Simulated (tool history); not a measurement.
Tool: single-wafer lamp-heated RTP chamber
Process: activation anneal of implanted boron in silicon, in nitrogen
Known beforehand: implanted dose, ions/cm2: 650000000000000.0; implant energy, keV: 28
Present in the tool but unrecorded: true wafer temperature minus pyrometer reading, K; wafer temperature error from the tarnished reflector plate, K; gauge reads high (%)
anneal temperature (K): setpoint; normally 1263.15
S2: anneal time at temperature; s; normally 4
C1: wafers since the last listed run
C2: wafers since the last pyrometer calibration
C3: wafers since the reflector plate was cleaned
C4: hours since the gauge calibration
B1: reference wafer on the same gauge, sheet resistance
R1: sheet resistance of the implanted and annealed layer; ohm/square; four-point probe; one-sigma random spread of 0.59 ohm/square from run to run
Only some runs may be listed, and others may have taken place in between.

{"run": 1, "hour": 0.0, "anneal temperature (K)": 1256.15, "S2": 5, "C1": 0, "C2": 2816, "C3": 1075, "C4": 611.3, "B1": 159.15, "R1": 190.85}
{"run": 2, "hour": 25.0, "anneal temperature (K)": 1256.15, "S2": 5, "C1": 469, "C2": 3286, "C3": 1545, "C4": 636.3, "B1": 159.07, "R1": 190.92}
{"run": 3, "hour": 37.3, "anneal temperature (K)": 1256.15, "S2": 5, "C1": 231, "C2": 3517, "C3": 1776, "C4": 648.6, "B1": 158.93, "R1": 189.82}
{"run": 4, "hour": 57.0, "anneal temperature (K)": 1263.15, "S2": 4, "C1": 370, "C2": 3887, "C3": 2146, "C4": 668.3, "B1": 158.86, "R1": 184.7}
{"run": 5, "hour": 87.4, "anneal temperature (K)": 1263.15, "S2": 4, "C1": 571, "C2": 4459, "C3": 2718, "C4": 698.7, "B1": 158.97, "R1": 184.52}
{"hour": 101.0, "done": "pyrometer window cleaned and pyrometer calibrated"}
{"run": 6, "hour": 116.7, "anneal temperature (K)": 1263.15, "S2": 4, "C1": 400, "C2": 295, "C3": 3118, "C4": 728, "B1": 158.96, "R1": 189.66}
{"run": 7, "hour": 149.6, "anneal temperature (K)": 1263.15, "S2": 4, "C1": 618, "C2": 913, "C3": 3737, "C4": 760.9, "B1": 159.02, "R1": 190.18}
{"run": 8, "hour": 166.7, "anneal temperature (K)": 1241.15, "S2": 4, "C1": 321, "C2": 1235, "C3": 4058, "C4": 778, "B1": 159.08, "R1": 214.3}
{"run": 9, "hour": 191.9, "anneal temperature (K)": 1241.15, "S2": 4, "C1": 473, "C2": 1708, "C3": 4532, "C4": 803.2, "B1": 158.93, "R1": 213.04}
{"run": 10, "hour": 204.5, "anneal temperature (K)": 1241.15, "S2": 4, "C1": 236, "C2": 1945, "C3": 4769, "C4": 815.8, "B1": 158.98, "R1": 210.84}
{"run": 11, "hour": 231.7, "anneal temperature (K)": 1263.15, "S2": 4, "C1": 511, "C2": 2457, "C3": 5280, "C4": 843, "B1": 159.03, "R1": 186.93}
{"run": 12, "hour": 248.0, "anneal temperature (K)": 1263.15, "S2": 4, "C1": 306, "C2": 2763, "C3": 5586, "C4": 859.3, "B1": 159.04, "R1": 187.66}
{"run": 13, "hour": 279.8, "anneal temperature (K)": 1263.15, "S2": 4, "C1": 597, "C2": 3361, "C3": 6184, "C4": 891.1, "B1": 159.02, "R1": 187.05}
{"run": 14, "hour": 296.4, "anneal temperature (K)": 1263.15, "S2": 4, "C1": 312, "C2": 3673, "C3": 6496, "C4": 907.7, "B1": 159.08, "R1": 185}
{"run": 15, "hour": 309.2, "anneal temperature (K)": 1281.15, "S2": 3, "C1": 240, "C2": 3914, "C3": 6737, "C4": 920.5, "B1": 158.98, "R1": 178.94}
{"run": 16, "hour": 339.7, "anneal temperature (K)": 1281.15, "S2": 3, "C1": 573, "C2": 4487, "C3": 7310, "C4": 951, "B1": 159.03, "R1": 177.3}
{"run": 17, "hour": 357.3, "anneal temperature (K)": 1263.15, "S2": 4, "C1": 330, "C2": 4818, "C3": 7641, "C4": 968.6, "B1": 158.99, "R1": 185.55}
{"hour": 396.3, "done": "pyrometer window cleaned and pyrometer calibrated"}
{"run": 18, "hour": 396.8, "anneal temperature (K)": 1263.15, "S2": 6, "C1": 592, "C2": 8, "C3": 8233, "C4": 1008.1, "B1": 159.02, "R1": 188.95}
{"run": 19, "hour": 406.6, "anneal temperature (K)": 1263.15, "S2": 4, "C1": 184, "C2": 192, "C3": 8418, "C4": 1017.9, "B1": 158.99, "R1": 190.53}
{"run": 20, "hour": 420.2, "anneal temperature (K)": 1280.15, "S2": 4, "C1": 255, "C2": 448, "C3": 8673, "C4": 1031.5, "B1": 159.04, "R1": 179.67}
{"hour": 437.4, "done": "reflector plate cleaned"}
{"run": 21, "hour": 447.7, "anneal temperature (K)": 1236.15, "S2": 3, "C1": 366, "C2": 815, "C3": 193, "C4": 1059, "B1": 158.95, "R1": 219.06}
{"run": 22, "hour": 459.7, "anneal temperature (K)": 1263.15, "S2": 4, "C1": 225, "C2": 1040, "C3": 419, "C4": 1071, "B1": 159.1, "R1": 188.5}
{"run": 23, "hour": 490.9, "anneal temperature (K)": 1263.15, "S2": 4, "C1": 586, "C2": 1627, "C3": 1005, "C4": 1102.2, "B1": 158.99, "R1": 188.29}
{"hour": 507.3, "done": "gauge calibrated"}
{"run": 24, "hour": 526.0, "anneal temperature (K)": 1263.15, "S2": 4, "C1": 659, "C2": 2287, "C3": 1665, "C4": 18.7, "B1": 159.05, "R1": 188.42}
{"run": 25, "hour": 546.0, "anneal temperature (K)": 1292.15, "S2": 5, "C1": 375, "C2": 2663, "C3": 2041, "C4": 38.7, "B1": 158.83, "R1": 175.67}
{"run": 26, "hour": 581.9, "anneal temperature (K)": 1263.15, "S2": 4, "C1": 674, "C2": 3337, "C3": 2716, "C4": 74.6, "B1": 159.12, "R1": 185.79}
{"run": 27, "hour": 599.6, "anneal temperature (K)": 1255.15, "S2": 6, "C1": 332, "C2": 3670, "C3": 3048, "C4": 92.3, "B1": 159.17, "R1": 191.03}
{"run": 28, "hour": 618.0, "anneal temperature (K)": 1263.15, "S2": 5, "C1": 345, "C2": 4016, "C3": 3394, "C4": 110.7, "B1": 159.12, "R1": 184.27}
{"run": 29, "hour": 650.0, "anneal temperature (K)": 1284.15, "S2": 6, "C1": 601, "C2": 4618, "C3": 3996, "C4": 142.7, "B1": 159.11, "R1": 176.44}
{"run": 30, "hour": 666.2, "anneal temperature (K)": 1263.15, "S2": 4, "C1": 304, "C2": 4922, "C3": 4301, "C4": 158.9, "B1": 159.16, "R1": 185.26}
{"run": 31, "hour": 684.9, "anneal temperature (K)": 1263.15, "S2": 3, "C1": 351, "C2": 5274, "C3": 4652, "C4": 177.6, "B1": 159, "R1": 184.56}
{"hour": 721.8, "done": "pyrometer window cleaned and pyrometer calibrated"}
{"run": 32, "hour": 771.0, "anneal temperature (K)": 1263.15, "S2": 4, "C1": 1468, "C2": 924, "C3": 6120, "C4": 263.7, "B1": 159.04, "R1": 190.43}
{"run": 33, "hour": 800.2, "anneal temperature (K)": 1271.15, "S2": 3, "C1": 548, "C2": 1472, "C3": 6669, "C4": 292.9, "B1": 159.07, "R1": 184.93}
{"run": 34, "hour": 829.5, "anneal temperature (K)": 1287.15, "S2": 3, "C1": 550, "C2": 2023, "C3": 7220, "C4": 322.2, "B1": 159.19, "R1": 177.27}
{"run": 35, "hour": 863.2, "anneal temperature (K)": 1290.15, "S2": 4, "C1": 633, "C2": 2657, "C3": 7854, "C4": 355.9, "B1": 158.95, "R1": 176.03}
{"run": 36, "hour": 881.8, "anneal temperature (K)": 1234.15, "S2": 5, "C1": 349, "C2": 3006, "C3": 8203, "C4": 374.5, "B1": 158.78, "R1": 219.44}

What if the next run were any one of these 5? Each begins from the tool's condition after run 36:
{"run": "A", "hour": 882.2, "anneal temperature (K)": 1286.15, "S2": 4, "C1": 7, "C2": 3014, "C3": 8211, "C4": 374.9, "B1": "?", "R1": "?"}
{"run": "B", "hour": 882.2, "anneal temperature (K)": 1235.15, "S2": 3, "C1": 7, "C2": 3014, "C3": 8211, "C4": 374.9, "B1": "?", "R1": "?"}
{"run": "C", "hour": 882.2, "anneal temperature (K)": 1287.15, "S2": 6, "C1": 7, "C2": 3014, "C3": 8211, "C4": 374.9, "B1": "?", "R1": "?"}
{"run": "D", "hour": 882.2, "anneal temperature (K)": 1289.15, "S2": 3, "C1": 7, "C2": 3014, "C3": 8211, "C4": 374.9, "B1": "?", "R1": "?"}
{"run": "E", "hour": 882.2, "anneal temperature (K)": 1238.15, "S2": 6, "C1": 7, "C2": 3014, "C3": 8211, "C4": 374.9, "B1": "?", "R1": "?"}

run=A B1=158.92 R1=177.7
run=B B1=158.92 R1=215.55
run=C B1=158.92 R1=176.66
run=D B1=158.92 R1=177.49
run=E B1=158.92 R1=213.32
Without the tool's hidden state the same runs would have given:
run=A R1=179.35
run=B R1=224.96
run=C R1=178.09
run=D R1=179.02
run=E R1=224.33
